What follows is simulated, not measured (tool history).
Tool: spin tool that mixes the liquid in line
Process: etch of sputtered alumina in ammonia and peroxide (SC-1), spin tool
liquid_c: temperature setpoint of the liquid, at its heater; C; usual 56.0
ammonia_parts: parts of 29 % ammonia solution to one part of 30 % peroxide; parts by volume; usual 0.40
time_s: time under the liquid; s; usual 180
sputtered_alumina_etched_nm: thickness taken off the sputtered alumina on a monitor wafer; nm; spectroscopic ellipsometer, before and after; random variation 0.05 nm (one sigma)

| run | hour | liquid_c | ammonia_parts | time_s | wafers since the last listed run | hours since the thermometer was replaced | hours since the ammonia flow meter was replaced | hours since the heated supply line was repaired | hours since the drum of ammonia solution was connected | hours since the gauge calibration | read-back film thickness of the sputtered alumina reference wafer, read on the same gauge (nm) | sputtered_alumina_etched_nm |
|---|---|---|---|---|---|---|---|---|---|---|---|---|
| 1 | 0.0 | 56.0 | 0.40 | 210 | 0 | 872.7 | 677.9 | 688.7 | 747.8 | 1354.1 | 71.55 | 12.77 |
| 2 | 59.5 | 56.0 | 0.40 | 210 | 349 | 932.2 | 737.4 | 748.2 | 807.3 | 1413.6 | 71.71 | 12.86 |
| 3 | 111.3 | 56.0 | 0.40 | 180 | 304 | 984.0 | 789.2 | 800.0 | 859.1 | 1465.4 | 71.83 | 11.11 |
| 4 | 168.7 | 56.0 | 0.40 | 180 | 336 | 1041.4 | 846.6 | 857.4 | 916.5 | 1522.8 | 71.95 | 11.02 |
| 5 | 239.5 | 56.0 | 0.40 | 180 | 415 | 1112.2 | 917.4 | 928.2 | 987.3 | 1593.6 | 72.11 | 11.13 |
|  | 242.3 | new drum of ammonia solution connected |
| 6 | 283.2 | 56.0 | 0.40 | 180 | 250 | 1155.9 | 961.1 | 971.9 | 40.9 | 1637.3 | 72.23 | 11.07 |
| 7 | 331.9 | 56.0 | 0.40 | 180 | 285 | 1204.6 | 1009.8 | 1020.6 | 89.6 | 1686.0 | 72.41 | 11.16 |
|  | 453.2 | gauge calibrated |
| 8 | 538.2 | 56.0 | 0.40 | 180 | 1211 | 1410.9 | 1216.1 | 1226.9 | 295.9 | 85.0 | 70.23 | 10.81 |
| 9 | 606.3 | 56.0 | 0.45 | 250 | 399 | 1479.0 | 1284.2 | 1295.0 | 364.0 | 153.1 | 70.24 | 15.17 |
| 10 | 657.9 | 49.5 | 0.40 | 100 | 302 | 1530.6 | 1335.8 | 1346.6 | 415.6 | 204.7 | 70.26 | 4.24 |
| 11 | 718.6 | 59.5 | 0.35 | 280 | 356 | 1591.3 | 1396.5 | 1407.3 | 476.3 | 265.4 | 70.28 | 19.83 |
| 12 | 756.5 | 56.0 | 0.40 | 180 | 222 | 1629.2 | 1434.4 | 1445.2 | 514.2 | 303.3 | 70.30 | 10.87 |
| 13 | 825.0 | 56.0 | 0.40 | 180 | 402 | 1697.7 | 1502.9 | 1513.7 | 582.7 | 371.8 | 70.33 | 10.78 |
| 14 | 982.3 | 58.0 | 0.50 | 180 | 923 | 1855.0 | 1660.2 | 1671.0 | 740.0 | 529.1 | 70.48 | 12.29 |
|  | 997.4 | ammonia flow meter replaced |
|  | 1047.3 | heated supply line repaired |
| 15 | 1050.2 | 56.0 | 0.40 | 180 | 386 | 1922.9 | 52.8 | 2.9 | 807.9 | 597.0 | 70.52 | 10.83 |
|  | 1157.0 | thermometer replaced |
| 16 | 1196.0 | 62.5 | 0.40 | 210 | 850 | 39.0 | 198.6 | 148.7 | 953.7 | 742.8 | 70.69 | 17.80 |
| 17 | 1245.8 | 56.0 | 0.30 | 75 | 292 | 88.8 | 248.4 | 198.5 | 1003.5 | 792.6 | 70.75 | 4.44 |
|  | 1268.6 | new drum of ammonia solution connected |
| 18 | 1317.0 | 52.0 | 0.35 | 250 | 412 | 160.0 | 319.6 | 269.7 | 48.4 | 863.8 | 70.84 | 12.07 |
| 19 | 1357.0 | 56.0 | 0.30 | 75 | 234 | 200.0 | 359.6 | 309.7 | 88.4 | 903.8 | 70.90 | 4.45 |
| 20 | 1388.7 | 56.0 | 0.40 | 180 | 186 | 231.7 | 391.3 | 341.4 | 120.1 | 935.5 | 70.96 | 10.89 |
| 21 | 1424.0 | 56.0 | 0.25 | 180 | 207 | 267.0 | 426.6 | 376.7 | 155.4 | 970.8 | 71.01 | 10.45 |
| 22 | 1467.9 | 56.0 | 0.40 | 180 | 257 | 310.9 | 470.5 | 420.6 | 199.3 | 1014.7 | 71.07 | 10.96 |
| 23 | 1515.6 | 64.0 | 0.40 | 80 | 280 | 358.6 | 518.2 | 468.3 | 247.0 | 1062.4 | 71.17 | 7.41 |
| 24 | 1579.0 | 59.0 | 0.50 | 180 | 372 | 422.0 | 581.6 | 531.7 | 310.4 | 1125.8 | 71.27 | 13.17 |
| 25 | 1607.6 | 65.5 | 0.45 | 145 | 167 | 450.6 | 610.2 | 560.3 | 339.0 | 1154.4 | 71.35 | 14.60 |

3 ways to go on from here, each from the tool as it stands after run 25. What would each give?
| A | 1608.1 | 56.0 | 0.40 | 180 | 2 | 451.1 | 610.7 | 560.8 | 339.5 | 1154.9 | ? | ? |
| B | 1608.1 | 56.0 | 0.40 | 145 | 2 | 451.1 | 610.7 | 560.8 | 339.5 | 1154.9 | ? | ? |
| C | 1608.1 | 56.0 | 0.40 | 225 | 2 | 451.1 | 610.7 | 560.8 | 339.5 | 1154.9 | ? | ? |

| run | read-back film thickness of the sputtered alumina reference wafer, read on the same gauge (nm) | sputtered_alumina_etched_nm |
|---|---|---|
| A | 71.33 | 11.01 |
| B | 71.33 | 8.87 |
| C | 71.33 | 13.76 |
Without the tool's hidden state the same runs would have given:
| run | sputtered_alumina_etched_nm |
|---|---|
| A | 10.80 |
| B | 8.70 |
| C | 13.51 |

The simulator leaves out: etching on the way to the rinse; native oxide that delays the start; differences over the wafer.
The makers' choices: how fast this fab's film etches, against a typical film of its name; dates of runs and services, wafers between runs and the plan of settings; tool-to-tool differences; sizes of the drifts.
